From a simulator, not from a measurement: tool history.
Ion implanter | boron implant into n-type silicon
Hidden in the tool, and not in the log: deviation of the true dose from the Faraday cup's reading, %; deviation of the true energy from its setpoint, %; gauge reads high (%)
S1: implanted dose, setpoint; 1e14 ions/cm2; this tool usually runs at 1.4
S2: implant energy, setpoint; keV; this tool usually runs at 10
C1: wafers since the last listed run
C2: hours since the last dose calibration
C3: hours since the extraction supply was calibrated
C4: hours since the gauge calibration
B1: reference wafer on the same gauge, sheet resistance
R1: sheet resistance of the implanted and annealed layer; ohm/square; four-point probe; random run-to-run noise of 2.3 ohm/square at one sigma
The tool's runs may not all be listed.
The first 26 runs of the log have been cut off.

| run | hour | S1 | S2 | C1 | C2 | C3 | C4 | B1 | R1 |
|---|---|---|---|---|---|---|---|---|---|
| 27 | 322.2 | 1.4 | 10 | 217 | 86.4 | 146.7 | 99.4 | 650.94 | 635.54 |
| 28 | 330.2 | 1.65 | 13.5 | 161 | 94.4 | 154.7 | 107.4 | 652.04 | 536.2 |
| 29 | 338.6 | 1.4 | 10 | 169 | 102.8 | 163.1 | 115.8 | 651.36 | 636.71 |
| 30 | 355.4 | 1 | 11 | 338 | 119.6 | 179.9 | 132.6 | 651.26 | 818.26 |
| 31 | 366.9 | 1.75 | 7.5 | 231 | 131.1 | 191.4 | 144.1 | 651.22 | 551.52 |
| 32 | 376.2 | 1.4 | 11.5 | 187 | 140.4 | 200.7 | 153.4 | 651.27 | 622.44 |
| 33 | 391.3 | 1.72 | 11 | 304 | 155.5 | 215.8 | 168.5 | 651.05 | 530.03 |
| 34 | 402.5 | 1.09 | 9 | 225 | 166.7 | 227 | 179.7 | 650.91 | 784.5 |
| 35 | 416.3 | 1.4 | 10 | 278 | 180.5 | 240.8 | 193.5 | 650.68 | 632.73 |
| 36 | 433.2 | 1.77 | 12.5 | 340 | 197.4 | 257.7 | 210.4 | 650.68 | 506.09 |
| 37 | 445.7 | 1.4 | 6.5 | 252 | 209.9 | 270.2 | 222.9 | 651 | 666.05 |
| 38 | 482.2 | 1.66 | 7 | 736 | 246.4 | 306.7 | 259.4 | 650.6 | 574.97 |

Predict each of these 3 candidate next runs independently; none follows another, all start after run 38:
| A | 482.6 | 1.4 | 7 | 8 | 246.8 | 307.1 | 259.8 | ? | ? |
| B | 482.6 | 1.4 | 9 | 8 | 246.8 | 307.1 | 259.8 | ? | ? |
| C | 482.6 | 1.76 | 10 | 8 | 246.8 | 307.1 | 259.8 | ? | ? |

| run | B1 | R1 |
|---|---|---|
| A | 652.01 | 660.65 |
| B | 652.01 | 639.83 |
| C | 652.01 | 524.8 |
The same runs, with their run-to-run variation unchanged, on a tool lacking any hidden condition would have given:
| run | R1 |
|---|---|
| A | 675 |
| B | 653.72 |
| C | 536.35 |
